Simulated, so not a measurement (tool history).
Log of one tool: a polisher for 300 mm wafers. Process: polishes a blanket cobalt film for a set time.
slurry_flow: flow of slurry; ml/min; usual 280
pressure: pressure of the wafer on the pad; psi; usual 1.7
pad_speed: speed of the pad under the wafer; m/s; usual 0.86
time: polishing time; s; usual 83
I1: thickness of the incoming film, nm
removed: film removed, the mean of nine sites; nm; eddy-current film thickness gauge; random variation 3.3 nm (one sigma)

Run 1, day 0: usual settings but time 63 s; I1 1046.2. Result: removed 192.5 nm.
Run 2, day 0.842: usual settings; I1 1047.8. Result: removed 252 nm.
Run 3, day 2.45: usual settings but slurry_flow 225 ml/min, pressure 1.4 psi; I1 1020.2. Result: removed 195.7 nm.
At day 2.817: worn pad replaced by a new one.
Run 4, day 3.588: usual settings but pressure 1.9 psi; I1 1029.4. Result: removed 279.1 nm.
At day 3.658: slurry nozzle cleaned.
Run 5, day 5.2: usual settings but pressure 1.9 psi; I1 1025.4. Result: removed 291.9 nm.
Run 6, day 6.362: usual settings but pressure 1.9 psi; I1 1040.6. Result: removed 286.4 nm.
Run 7, day 7.154: usual settings but pad_speed 0.78 m/s; I1 1045.1. Result: removed 238.8 nm.
At day 7.867: worn pad replaced by a new one.
Run 8, day 8.312: usual settings but pad_speed 0.78 m/s; I1 1042.1. Result: removed 239.7 nm.
Run 9, day 9.788: usual settings; I1 1031.8. Result: removed 247.7 nm.
At day 10.379: head pressure recalibrated.
Run 10, day 11.067: usual settings; I1 1027.4. Result: removed 249.9 nm.
Run 11, day 11.588: usual settings; I1 1048.1. Result: removed 243.3 nm.
Run 12, day 12.192: usual settings; I1 1026.3. Result: removed 253.4 nm.
At day 12.65: slurry nozzle cleaned.
Run 13, day 12.925: usual settings but pressure 1.3 psi, pad_speed 1.06 m/s; I1 1044.7. Result: removed 229.7 nm.
At day 13.15: worn pad replaced by a new one.
Run 14, day 13.875: usual settings but slurry_flow 370 ml/min, pressure 1.9 psi; I1 1049.3. Result: removed 297.8 nm.
Run 15, day 16.883: usual settings but pressure 1.5 psi, pad_speed 0.76 m/s, time 63 s; I1 1059.2. Result: removed 156.2 nm.
At day 18.117: worn pad replaced by a new one.
Run 16, day 18.325: usual settings but slurry_flow 250 ml/min, pressure 1.9 psi, pad_speed 0.98 m/s, time 66 s; I1 1038.2. Result: removed 235.7 nm.
Run 17, day 19.083: usual settings; I1 1022.9. Result: removed 247 nm.
Run 18, day 20.221: usual settings; I1 1034.5. Result: removed 250.9 nm.
Run 19, day 21.058: usual settings but slurry_flow 180 ml/min, pressure 2.2 psi; I1 1040.5. Result: removed 293.2 nm.
Run 20, day 21.654: usual settings but pressure 1.4 psi; I1 1022.7. Result: removed 201.5 nm.
Run 21, day 22.321: usual settings but pad_speed 0.78 m/s; I1 1032.2. Result: removed 234.9 nm.
At day 22.571: slurry nozzle cleaned.
At day 23.496: worn pad replaced by a new one.
Run 22, day 23.933: usual settings but slurry_flow 365 ml/min, pressure 1.1 psi, pad_speed 1.1 m/s, time 62 s; I1 1037.9. Result: removed 151.7 nm.
Run 23, day 24.833: usual settings but slurry_flow 255 ml/min, time 99 s; I1 1017.9. Result: removed 302.1 nm.
Run 24, day 26.117: usual settings but pressure 1.9 psi; I1 1041.9. Result: removed 286.1 nm.
Run 25, day 27.046: usual settings; I1 1038.7. Result: removed 251.1 nm.

5 ways to go on from here, each from the tool as it stands after run 25. What would each give?
Run A, day 27.062: usual settings; I1 1054.5. Result: removed ?.
Run B, day 27.062: usual settings but slurry_flow 315 ml/min, pressure 1.1 psi; I1 1054.5. Result: removed ?.
Run C, day 27.062: usual settings but slurry_flow 225 ml/min, pressure 2.2 psi; I1 1054.5. Result: removed ?.
Run D, day 27.062: usual settings but slurry_flow 360 ml/min, pad_speed 0.6 m/s, time 69 s; I1 1054.5. Result: removed ?.
Run E, day 27.062: usual settings but pressure 2.3 psi, pad_speed 1.02 m/s; I1 1054.5. Result: removed ?.

run  removed
  A    256.2
  B    168.3
  C    321.2
  D    177.9
  E    387.1
Without the tool's hidden state the same runs would have given:
run  removed
  A    267.8
  B    175.1
  C      339
  D    184.2
  E    404.6
